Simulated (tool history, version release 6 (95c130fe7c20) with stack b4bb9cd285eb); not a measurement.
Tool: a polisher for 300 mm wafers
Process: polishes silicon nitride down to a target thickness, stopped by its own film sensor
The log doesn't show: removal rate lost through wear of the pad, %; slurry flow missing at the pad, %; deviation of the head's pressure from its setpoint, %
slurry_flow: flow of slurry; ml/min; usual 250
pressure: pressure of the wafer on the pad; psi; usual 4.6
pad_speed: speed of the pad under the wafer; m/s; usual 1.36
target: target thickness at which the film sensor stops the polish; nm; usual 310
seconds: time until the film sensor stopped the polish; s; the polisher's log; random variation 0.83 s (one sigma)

run   hour  slurry_flow  pressure  pad_speed  target  wafers since the last listed run  wafers polished on this pad  hours since the slurry nozzle was cleaned  hours since the head pressure was calibrated  incoming thickness of the incoming film, nm  seconds
  1    0.0          250       4.6       0.98     310                                 0                          888                                      203.3                                         654.2                                        499.0    123.2
  2   17.1          250       4.6       0.98     310                               161                         1050                                      220.4                                         671.3                                        488.2    118.1
  3   26.5          250       4.6       0.98     310                                88                         1139                                      229.8                                         680.7                                        492.2    120.3
  4   35.8          250       4.6       1.36     310                                87                         1226                                      239.1                                         690.0                                        491.3     92.3
  5   42.2          250       4.6       1.36     310                                60                         1287                                      245.5                                         696.4                                        483.3     88.8
  6   61.7          250       4.6       1.36     310                               184                         1471                                      265.0                                         715.9                                        489.4     90.8
  7   68.9          250       4.6       1.36     310                                68                         1539                                      272.2                                         723.1                                        494.0     94.4
  8   80.8          250       4.6       1.36     310                               112                         1652                                      284.1                                         735.0                                        494.6     95.3
      85.4  -- worn pad replaced by a new one
  9   88.0          250       4.6       1.36     310                                30                           24                                      291.3                                         742.2                                        492.1     89.0
 10   95.3          250       4.6       1.36     310                                68                           93                                      298.6                                         749.5                                        487.9     88.1
 11  107.2          250       4.6       1.36     310                               112                          205                                      310.5                                         761.4                                        494.6     94.4
 12  123.6          250       4.6       1.36     310                               154                          360                                      326.9                                         777.8                                        491.2     91.3
     136.6  -- head pressure recalibrated
 13  140.1          250       4.6       1.36     310                               136                          497                                      343.4                                           3.5                                        493.2     94.4
 14  151.5          250       4.6       1.36     310                               107                          605                                      354.8                                          14.9                                        485.7     91.9
 15  165.7          250       4.6       1.36     310                               134                          739                                      369.0                                          29.1                                        487.1     92.0
 16  174.0          310       4.6       1.62     350                                78                          817                                      377.3                                          37.4                                        488.6     61.9
 17  180.5          250       4.6       0.98     310                                61                          879                                      383.8                                          43.9                                        484.1    123.7
 18  191.0          280       5.1       1.20     310                                99                          978                                      394.3                                          54.4                                        492.3     94.9
     200.7  -- slurry nozzle cleaned
 19  211.0          250       5.9       1.36     255                               179                         1157                                       10.3                                          74.4                                        490.1     92.5
 20  219.9          195       4.6       1.36     366                                84                         1241                                       19.2                                          83.3                                        491.3     66.5
     229.4  -- worn pad replaced by a new one
 21  229.9          175       4.6       1.36     256                                56                            5                                       29.2                                          93.3                                        488.7    113.6
 22  242.8          160       4.6       1.36     310                               121                          126                                       42.1                                         106.2                                        485.8     87.0
 23  251.3          165       4.6       1.36     353                                80                          207                                       50.6                                         114.7                                        493.3     70.0
 24  261.7          180       3.6       1.66     365                                98                          305                                       61.0                                         125.1                                        490.0     67.8
 25  272.2          250       4.6       1.36     310                                99                          404                                       71.5                                         135.6                                        485.9     85.2
 26  286.4          165       3.5       1.84     366                               134                          538                                       85.7                                         149.8                                        485.6     64.5
 27  295.6          165       3.5       1.84     366                                86                          625                                       94.9                                         159.0                                        492.3     67.8

How the hidden state differs across the entries between the runs, from the last listed run before each to the first after it:
Between runs 8 and 9: worn pad replaced by a new one (hour 85.4)
  removal rate lost through wear of the pad, %: 8.72 -> 2.92; slurry flow missing at the pad, %: 26.5 -> 27.1
  measured less the result without the state, seconds: +12.0 -> +6.4 s
Between runs 12 and 13: head pressure recalibrated (hour 136.6)
  removal rate lost through wear of the pad, %: 7.04 -> 8.19; slurry flow missing at the pad, %: 30.1 -> 31.5
  measured less the result without the state, seconds: +10.7 -> +12.4 s
Between runs 18 and 19: slurry nozzle cleaned (hour 200.7)
  removal rate lost through wear of the pad, %: 10.1 -> 10.5; slurry flow missing at the pad, %: 35.7 -> 3.2
  measured less the result without the state, seconds: +14.6 -> +10.0 s
Between runs 20 and 21: worn pad replaced by a new one (hour 229.4)
  removal rate lost through wear of the pad, %: 10.6 -> 0.21; slurry flow missing at the pad, %: 3.95 -> 4.79
  measured less the result without the state, seconds: +7.5 -> +1.2 s
